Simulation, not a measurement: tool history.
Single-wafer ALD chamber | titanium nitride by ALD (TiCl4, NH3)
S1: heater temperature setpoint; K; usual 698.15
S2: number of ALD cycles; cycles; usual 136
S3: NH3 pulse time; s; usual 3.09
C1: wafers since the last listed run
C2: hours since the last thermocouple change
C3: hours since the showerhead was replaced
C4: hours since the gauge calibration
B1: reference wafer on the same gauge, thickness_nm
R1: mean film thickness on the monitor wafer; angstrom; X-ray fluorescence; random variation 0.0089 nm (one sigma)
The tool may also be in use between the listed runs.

run	hour	S1	S2	S3	C1	C2	C3	C4	B1	R1
1	0	698.15	136	3.09	0	1686	7298	371.9	4.05	35.57
2	14.6	698.15	136	3.09	27	1700.6	7312.6	386.5	4.051	35.64
3	37.1	698.15	136	3.09	42	1723.1	7335.1	409	4.051	35.37
4	54	698.15	145	3.09	32	1740	7352	425.9	4.05	37.96
5	74.8	698.15	136	3.09	39	1760.8	7372.8	446.7	4.051	35.54
6	108.7	705.15	136	3.09	64	1794.7	7406.7	480.6	4.05	35.61
7	130.2	705.15	136	3.09	41	1816.2	7428.2	502.1	4.05	35.68
8	149.6	705.15	136	3.09	37	1835.6	7447.6	521.5	4.048	35.58
9	166.8	698.15	136	3.58	32	1852.8	7464.8	538.7	4.047	35.63
10	184.3	698.15	136	3.09	33	1870.3	7482.3	556.2	4.05	35.65
11	245.1	698.15	136	3.09	116	1931.1	7543.1	617	4.047	35.56
12	275.8	698.15	136	3.09	58	1961.8	7573.8	647.7	4.051	35.72
13	305.9	698.15	115	3.09	57	1991.9	7603.9	677.8	4.048	30.02
# hour 311.4: gauge calibrated
# hour 329.3: showerhead replaced
14	329.8	706.15	136	3.09	30	2015.8	0.5	18.4	4.047	35.52
15	349.5	710.15	162	4.32	37	2035.5	20.2	38.1	4.05	42.49
16	378.2	698.15	136	3.09	54	2064.2	48.9	66.8	4.049	35.73
17	401.7	698.15	113	3.09	44	2087.7	72.4	90.3	4.051	29.57
18	425.9	698.15	125	3.09	46	2111.9	96.6	114.5	4.049	32.79
# hour 460.5: thermocouple changed; heater temperature recalibrated
19	461	698.15	143	2.77	51	0.5	131.7	149.6	4.05	37.1
20	466	698.15	136	3.09	9	5.5	136.7	154.6	4.05	35.6
21	485.2	709.15	143	3.09	36	24.7	155.9	173.8	4.05	37.35
22	504.5	698.15	149	3.09	36	44	175.2	193.1	4.049	39.05
23	535.1	698.15	136	3.09	58	74.6	205.8	223.7	4.05	35.47
24	569.4	698.15	136	3.09	65	108.9	240.1	258	4.05	35.44
25	584.9	698.15	136	3.09	29	124.4	255.6	273.5	4.051	35.62
26	620.7	706.15	110	3.6	68	160.2	291.4	309.3	4.051	28.95

4 ways to go on from here, each from the tool as it stands after run 26. What would each give?
A	621.4	698.15	136	3.09	1	160.9	292.1	310	?	?
B	621.4	688.15	163	3.98	1	160.9	292.1	310	?	?
C	621.4	693.15	149	3.59	1	160.9	292.1	310	?	?
D	621.4	698.15	136	2.6	1	160.9	292.1	310	?	?

run	B1	R1
A	4.05	35.59
B	4.05	42.94
C	4.05	39.14
D	4.05	35.35
Without the tool's hidden state the same runs would have given:
run	R1
A	35.59
B	42.94
C	39.14
D	35.35
